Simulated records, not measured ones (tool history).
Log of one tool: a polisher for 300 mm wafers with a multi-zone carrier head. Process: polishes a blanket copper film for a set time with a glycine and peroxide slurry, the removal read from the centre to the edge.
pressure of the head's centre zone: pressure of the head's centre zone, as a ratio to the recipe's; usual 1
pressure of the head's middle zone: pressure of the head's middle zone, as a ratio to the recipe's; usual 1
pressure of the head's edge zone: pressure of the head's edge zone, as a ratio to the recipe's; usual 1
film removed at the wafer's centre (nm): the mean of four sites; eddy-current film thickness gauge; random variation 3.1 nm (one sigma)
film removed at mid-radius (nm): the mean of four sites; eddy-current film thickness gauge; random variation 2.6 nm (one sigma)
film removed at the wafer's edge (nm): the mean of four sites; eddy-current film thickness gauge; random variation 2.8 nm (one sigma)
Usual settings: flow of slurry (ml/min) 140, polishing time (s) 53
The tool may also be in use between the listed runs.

run,day,flow of slurry (ml/min),pressure of the head's centre zone,pressure of the head's middle zone,pressure of the head's edge zone,polishing time (s),wafers since the last listed run,wafers polished on this pad,hours since the slurry nozzle was cleaned,hours since the centre zone pressure was calibrated,hours since the edge zone pressure was calibrated,hours since the carrier head's membrane was replaced,"incoming thickness of the incoming film, nm",film removed at the wafer's centre (nm),film removed at mid-radius (nm),film removed at the wafer's edge (nm)
1,0,140,1,1,1.05,53,0,1223,105.1,105.5,240.4,512.2,1691.1,270.3,248.9,266.2
# day 2.179: worn pad replaced by a new one
2,2.808,140,1,1,1.05,53,654,156,172.5,172.9,307.8,579.6,1730.2,275.2,245.9,260.9
3,5.321,140,1,1,1.05,53,622,779,232.8,233.2,368.1,639.9,1710.4,281.1,242,255.8
4,9.35,140,1,1,1,53,998,1778,329.5,329.9,464.8,736.6,1713.7,276.4,242.4,248.5
# day 11.133: worn pad replaced by a new one
# day 13.425: centre zone pressure recalibrated
5,13.592,140,1,1,1,53,989,589,431.3,4,566.6,838.4,1714.3,236.8,239.2,248.7
6,17.683,140,1,1,1,53,1014,1603,529.5,102.2,664.8,936.6,1719.2,251.2,241.8,249.3
# day 18.158: worn pad replaced by a new one
7,21.888,140,1,1,1,53,1001,924,630.4,203.1,765.7,1037.5,1698.1,257.5,235.6,251.5
8,23.979,140,0.88,1,1.06,53,518,1443,680.6,253.3,815.9,1087.7,1711,230.3,237.2,259.4
# day 27.242: edge zone pressure recalibrated
# day 27.338: worn pad replaced by a new one
9,27.358,175,1.03,1.07,1,45,793,5,761.7,334.4,2.8,1168.8,1685.7,245.4,222.6,214.2
# day 28.233: slurry nozzle cleaned
10,29.221,140,1,0.94,0.95,64,451,456,23.7,379.1,47.5,1213.5,1680.3,341.7,296.1,303.7
# day 30.975: centre zone pressure recalibrated
11,31.829,140,1,1,1,53,626,1082,86.3,20.5,110.1,1276.1,1699.3,251.8,252.7,264
# day 32.7: carrier head's membrane replaced by a new one
12,35.892,140,1,1,1,53,955,2038,183.8,118,207.6,76.6,1689.5,255.5,248.5,256.8
# day 36.717: worn pad replaced by a new one
13,38.671,180,1.04,1,1.06,53,647,484,250.5,184.7,274.3,143.3,1704.9,291.9,252.9,267.6
14,41.108,140,1,1,1.09,61,604,1088,309,243.2,332.8,201.8,1678.1,304.3,285.1,302.6

5 ways to go on from here, each from the tool as it stands after run 14. What would each give?
A,41.125,140,1,1,1,67,4,1093,309.4,243.6,333.2,202.2,1694,?,?,?
B,41.125,100,0.92,1,1,53,4,1093,309.4,243.6,333.2,202.2,1694,?,?,?
C,41.125,140,1,1.04,1.07,53,4,1093,309.4,243.6,333.2,202.2,1694,?,?,?
D,41.125,110,1,1,1.04,35,4,1093,309.4,243.6,333.2,202.2,1694,?,?,?
E,41.125,140,1.07,1,1,53,4,1093,309.4,243.6,333.2,202.2,1694,?,?,?

run,film removed at the wafer's centre (nm),film removed at mid-radius (nm),film removed at the wafer's edge (nm)
A,338.8,310.9,318.7
B,228.9,230.6,241.4
C,268.1,254.2,260.5
D,168,155.1,164.5
E,286.8,245.8,252.1
Without the tool's hidden state the same runs would have given:
run,film removed at the wafer's centre (nm),film removed at mid-radius (nm),film removed at the wafer's edge (nm)
A,337.7,327.5,330.6
B,231.5,246,252.1
C,267.2,267.8,270.2
D,169.2,164.9,171.5
E,286,259,261.5
